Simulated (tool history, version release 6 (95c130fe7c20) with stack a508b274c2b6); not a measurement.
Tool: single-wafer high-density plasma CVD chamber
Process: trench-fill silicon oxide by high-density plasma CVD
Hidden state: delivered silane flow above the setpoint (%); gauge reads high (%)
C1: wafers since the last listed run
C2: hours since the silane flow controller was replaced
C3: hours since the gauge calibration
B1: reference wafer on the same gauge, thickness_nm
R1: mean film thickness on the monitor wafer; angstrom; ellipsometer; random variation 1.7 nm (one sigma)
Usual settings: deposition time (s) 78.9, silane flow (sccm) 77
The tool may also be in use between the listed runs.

Run 1, hour 0.0: usual settings; C1 0; C2 2736.1; C3 1043.3; B1 499.327. Result: R1 5920.36 angstrom.
Run 2, hour 57.7: usual settings; C1 1256; C2 2793.8; C3 1101.0; B1 499.506. Result: R1 5902.37 angstrom.
Run 3, hour 115.7: usual settings but silane flow (sccm) 66; C1 1262; C2 2851.8; C3 1159.0; B1 499.073. Result: R1 5087.04 angstrom.
Run 4, hour 359.6: usual settings but silane flow (sccm) 81; C1 5310; C2 3095.7; C3 1402.9; B1 499.518. Result: R1 6252.63 angstrom.
Run 5, hour 438.7: usual settings; C1 1722; C2 3174.8; C3 1482.0; B1 498.878. Result: R1 5947.34 angstrom.
Run 6, hour 507.5: usual settings; C1 1497; C2 3243.6; C3 1550.8; B1 498.180. Result: R1 5959.68 angstrom.
Run 7, hour 591.1: usual settings; C1 1820; C2 3327.2; C3 1634.4; B1 499.063. Result: R1 5976.27 angstrom.
At hour 622.6: gauge calibrated.
Run 8, hour 677.0: usual settings but silane flow (sccm) 73; C1 1870; C2 3413.1; C3 54.4; B1 499.272. Result: R1 5651.38 angstrom.
Run 9, hour 784.4: usual settings but silane flow (sccm) 73; C1 2338; C2 3520.5; C3 161.8; B1 498.507. Result: R1 5677.59 angstrom.
Run 10, hour 884.4: usual settings; C1 2177; C2 3620.5; C3 261.8; B1 499.229. Result: R1 5972.42 angstrom.
Run 11, hour 991.7: usual settings but silane flow (sccm) 64; C1 2336; C2 3727.8; C3 369.1; B1 498.927. Result: R1 4987.63 angstrom.
Run 12, hour 1062.7: usual settings but silane flow (sccm) 66; C1 1545; C2 3798.8; C3 440.1; B1 499.609. Result: R1 5143.38 angstrom.
Run 13, hour 1137.8: usual settings but deposition time (s) 69.9, silane flow (sccm) 91; C1 1635; C2 3873.9; C3 515.2; B1 498.789. Result: R1 6234.61 angstrom.
Run 14, hour 1208.9: usual settings but deposition time (s) 89.3, silane flow (sccm) 69; C1 1548; C2 3945.0; C3 586.3; B1 499.363. Result: R1 6086.85 angstrom.
At hour 1227.0: silane flow controller replaced.
Run 15, hour 1283.8: usual settings; C1 1456; C2 56.8; C3 661.2; B1 498.981. Result: R1 5712.09 angstrom.
Run 16, hour 1363.3: usual settings but deposition time (s) 90.1, silane flow (sccm) 69; C1 1730; C2 136.3; C3 740.7; B1 499.257. Result: R1 5872.68 angstrom.
Run 17, hour 1454.9: usual settings; C1 1994; C2 227.9; C3 832.3; B1 498.998. Result: R1 5717.68 angstrom.
Run 18, hour 1546.0: usual settings but silane flow (sccm) 88; C1 1983; C2 319.0; C3 923.4; B1 498.854. Result: R1 6512.74 angstrom.
Run 19, hour 1650.4: usual settings but deposition time (s) 83.4, silane flow (sccm) 92; C1 2273; C2 423.4; C3 1027.8; B1 498.785. Result: R1 7239.49 angstrom.
Run 20, hour 1693.4: usual settings but deposition time (s) 73.7, silane flow (sccm) 92; C1 936; C2 466.4; C3 1070.8; B1 498.823. Result: R1 6403.08 angstrom.

3 ways to go on from here, each from the tool as it stands after run 20. What would each give?
Run A, hour 1693.8: usual settings but silane flow (sccm) 84; C1 8; C2 466.8; C3 1071.2; B1 ?. Result: R1 ?.
Run B, hour 1693.8: usual settings but deposition time (s) 63.8; C1 8; C2 466.8; C3 1071.2; B1 ?. Result: R1 ?.
Run C, hour 1693.8: usual settings but silane flow (sccm) 68; C1 8; C2 466.8; C3 1071.2; B1 ?. Result: R1 ?.

run       B1       R1
  A  499.084  6244.08
  B  499.084  4636.38
  C  499.084  5077.51
Without the tool's hidden state the same runs would have given:
run       R1
  A  6195.04
  B  4599.97
  C  5037.63
